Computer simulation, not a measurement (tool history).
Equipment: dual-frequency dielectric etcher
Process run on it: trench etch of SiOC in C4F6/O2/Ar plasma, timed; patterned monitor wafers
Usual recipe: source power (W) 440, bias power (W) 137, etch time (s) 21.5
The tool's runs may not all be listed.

run     day  source power (W)  bias power (W)  etch time (s)  read-back reference wafer on the same gauge, depth_nm  mean etch depth across the wafer (Å)
  1       0               440             137           21.5                                                  46.31                                 444.3
  2   1.333               440             137           21.5                                                  46.31                                 445.4
  3   3.771               440             118             17                                                  46.32                                 330.2
  4   6.642               440             118             17                                                  46.32                                 331.5
  5   7.725               440             137           21.5                                                  46.29                                 448.3
  6  11.192               440             137           21.5                                                  46.29                                 449.6
     12.454  -- wet clean of the chamber
  7  13.892               440             137           21.5                                                  46.31                                 445.2
  8  15.929               440             137           21.5                                                  46.31                                 446.8
  9  17.154               390             137           21.5                                                  46.33                                 424.7
     18.879  -- upper electrode replaced
 10  21.942               440             137           21.5                                                  46.29                                   451
 11  23.254               490             137           21.5                                                  46.28                                 472.3
 12  24.388               490             137           21.5                                                  46.29                                 471.6
 13    25.6               490             137           21.5                                                   46.3                                 474.4
     26.862  -- wet clean of the chamber
 14  26.938               440             137           21.5                                                  46.29                                 442.3

Run 15, settings as shown, results not yet in. Your forecast:
     27.942  -- gauge calibrated
 15  28.033               410             137             25                                                      ?                                     ?

{"run 15": {"read-back reference wafer on the same gauge, depth_nm": 46.3, "mean etch depth across the wafer (Å)": 498.7}}
Without the tool's hidden state the same run would have given mean etch depth across the wafer (Å) 489.5.
